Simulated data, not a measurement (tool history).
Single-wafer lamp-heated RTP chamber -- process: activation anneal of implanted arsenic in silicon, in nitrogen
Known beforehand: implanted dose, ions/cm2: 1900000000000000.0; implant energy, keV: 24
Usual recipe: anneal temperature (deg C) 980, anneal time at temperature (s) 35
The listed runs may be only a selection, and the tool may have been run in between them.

run	day	anneal temperature (deg C)	anneal time at temperature (s)	read-back reference wafer on the same gauge, sheet resistance	sheet resistance of the implanted and annealed layer (ohm/square)
1	0.000	980	35	124.93	106.18
2	2.154	980	35	124.90	107.43
3	5.667	980	35	125.19	106.30
4	8.742	994	35	124.95	100.83
5	10.396	994	35	125.29	99.49
6	12.308	994	35	125.18	100.14
7	14.558	960	35	125.06	112.69
8	18.367	960	35	125.07	112.71
9	21.733	980	35	124.79	103.98
10	24.762	980	35	125.00	104.75
11	29.112	990	35	125.11	99.45
12	33.300	990	35	125.08	98.89
13	36.321	980	45	124.89	99.49
14	38.638	980	45	125.15	99.83
15	41.458	1003	35	124.93	93.22
16	43.196	960	35	125.09	111.99
17	46.712	980	35	124.73	102.06
18	48.375	1004	22	125.05	99.04
19	52.575	966	21	125.14	120.08
20	56.417	999	20	125.10	105.74
21	59.408	989	45	124.98	99.16
22	68.246	988	44	124.74	100.60
23	72.588	980	55	124.77	99.65
24	80.696	980	40	125.05	106.32
25	83.350	980	15	124.97	118.33
26	85.388	980	21	125.13	113.63
27	89.883	971	22	124.96	116.05
28	93.092	980	35	124.92	106.84
29	97.288	951	20	124.93	126.09
30	99.488	980	35	124.99	106.07
31	101.625	962	35	124.88	113.93
32	105.300	980	35	124.92	105.47
33	107.758	980	35	125.07	105.25
34	110.683	1003	14	124.98	107.78
35	114.450	980	35	125.01	106.49
36	116.946	961	35	124.99	115.75
37	119.238	980	24	125.10	112.43

Not shown here: 9 entries made in the log between runs. Locate each between two listed runs and compare the hidden state at the listed run before it with the hidden state at the listed run after it:
Runs 6 to 7: reflector plate cleaned (day 13.412)
  wafer temperature error from the tarnished reflector plate, K: 3.34 -> 6.55
  difference, measured minus the result without the unlogged condition, sheet resistance of the implanted and annealed layer (ohm/square): -1.44 -> -2.99
Runs 9 to 10: pyrometer window cleaned and pyrometer calibrated (day 24.192)
  wafer temperature error from the tarnished reflector plate, K: 7.34 -> 7.68
  difference, measured minus the result without the unlogged condition, sheet resistance of the implanted and annealed layer (ohm/square): -3.20 -> -3.37
Runs 16 to 17: gauge calibrated (day 45.996)
  wafer temperature error from the tarnished reflector plate, K: 9.72 -> 10.1
  difference, measured minus the result without the unlogged condition, sheet resistance of the implanted and annealed layer (ohm/square): -4.44 -> -4.37
Runs 18 to 19: reflector plate cleaned, repeated, since the last time left the tool worse (day 49.667)
  wafer temperature error from the tarnished reflector plate, K: 10.3 -> 0.973
  difference, measured minus the result without the unlogged condition, sheet resistance of the implanted and annealed layer (ohm/square): -4.11 -> -0.42
Runs 19 to 20: pyrometer window cleaned and pyrometer calibrated (day 55.492)
  wafer temperature error from the tarnished reflector plate, K: 0.973 -> 1.4
  difference, measured minus the result without the unlogged condition, sheet resistance of the implanted and annealed layer (ohm/square): -0.42 -> -0.57
Runs 23 to 24: reflector plate cleaned (day 80.246)
  wafer temperature error from the tarnished reflector plate, K: 3.19 -> 0.103
  difference, measured minus the result without the unlogged condition, sheet resistance of the implanted and annealed layer (ohm/square): -1.44 -> -0.04
Runs 25 to 26: pyrometer window cleaned and pyrometer calibrated (day 85.129)
  wafer temperature error from the tarnished reflector plate, K: 0.397 -> 0.623
  difference, measured minus the result without the unlogged condition, sheet resistance of the implanted and annealed layer (ohm/square): -0.17 -> -0.26
Runs 34 to 35: reflector plate cleaned (day 113.108)
  wafer temperature error from the tarnished reflector plate, K: 3.43 -> 0.243
  difference, measured minus the result without the unlogged condition, sheet resistance of the implanted and annealed layer (ohm/square): -1.30 -> -0.11
Runs 36 to 37: pyrometer window cleaned and pyrometer calibrated (day 118.650)
  wafer temperature error from the tarnished reflector plate, K: 0.52 -> 0.774
  difference, measured minus the result without the unlogged condition, sheet resistance of the implanted and annealed layer (ohm/square): -0.24 -> -0.33
